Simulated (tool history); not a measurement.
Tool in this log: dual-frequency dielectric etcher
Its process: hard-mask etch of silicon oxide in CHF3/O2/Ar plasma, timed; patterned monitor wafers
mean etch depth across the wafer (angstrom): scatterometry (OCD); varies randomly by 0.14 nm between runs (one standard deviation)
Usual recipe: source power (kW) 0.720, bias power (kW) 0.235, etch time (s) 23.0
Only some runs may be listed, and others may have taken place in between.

| run | hour | source power (kW) | bias power (kW) | etch time (s) | read-back reference wafer on the same gauge, depth_nm | mean etch depth across the wafer (angstrom) |
|---|---|---|---|---|---|---|
| 1 | 0.0 | 0.720 | 0.235 | 23.0 | 49.6 | 525 |
| 2 | 49.0 | 0.720 | 0.235 | 23.0 | 49.4 | 522 |
|  | 76.1 | gauge calibrated |
| 3 | 101.8 | 0.720 | 0.235 | 23.0 | 50.2 | 531 |
| 4 | 206.6 | 0.720 | 0.235 | 23.0 | 50.1 | 530 |
| 5 | 306.3 | 0.830 | 0.270 | 23.0 | 50.1 | 577 |
|  | 409.0 | wet clean of the chamber |
| 6 | 409.5 | 0.830 | 0.270 | 23.0 | 50.1 | 574 |
|  | 443.3 | bias power generator calibrated |
| 7 | 499.9 | 0.830 | 0.270 | 23.0 | 49.9 | 577 |
| 8 | 559.0 | 0.720 | 0.235 | 23.0 | 49.8 | 527 |
| 9 | 639.7 | 0.580 | 0.181 | 28.5 | 49.7 | 565 |
|  | 666.6 | upper electrode replaced |
|  | 719.6 | gauge calibrated |
| 10 | 725.2 | 0.720 | 0.216 | 23.0 | 50.6 | 520 |
| 11 | 792.9 | 0.720 | 0.186 | 23.0 | 50.6 | 494 |
|  | 851.0 | wet clean of the chamber |
| 12 | 881.4 | 0.890 | 0.215 | 18.5 | 50.5 | 443 |
|  | 915.0 | source power generator calibrated |
| 13 | 959.5 | 0.640 | 0.289 | 20.0 | 50.5 | 482 |
| 14 | 1056.9 | 0.580 | 0.267 | 18.5 | 50.4 | 424 |
| 15 | 1157.9 | 0.880 | 0.287 | 25.0 | 50.2 | 654 |

Each row is a separate what-if for the run after 15, all from the same tool condition, not one after another. Results?
| A | 1158.3 | 0.720 | 0.235 | 23.0 | ? | ? |
| B | 1158.3 | 0.720 | 0.250 | 29.5 | ? | ? |
| C | 1158.3 | 0.650 | 0.252 | 27.5 | ? | ? |
| D | 1158.3 | 0.780 | 0.199 | 23.0 | ? | ? |

| run | read-back reference wafer on the same gauge, depth_nm | mean etch depth across the wafer (angstrom) |
|---|---|---|
| A | 50.2 | 530 |
| B | 50.2 | 695 |
| C | 50.2 | 632 |
| D | 50.2 | 513 |
With the hidden condition removed and each run's random variation left untouched, the same runs would have given:
| run | mean etch depth across the wafer (angstrom) |
|---|---|
| A | 532 |
| B | 697 |
| C | 635 |
| D | 515 |

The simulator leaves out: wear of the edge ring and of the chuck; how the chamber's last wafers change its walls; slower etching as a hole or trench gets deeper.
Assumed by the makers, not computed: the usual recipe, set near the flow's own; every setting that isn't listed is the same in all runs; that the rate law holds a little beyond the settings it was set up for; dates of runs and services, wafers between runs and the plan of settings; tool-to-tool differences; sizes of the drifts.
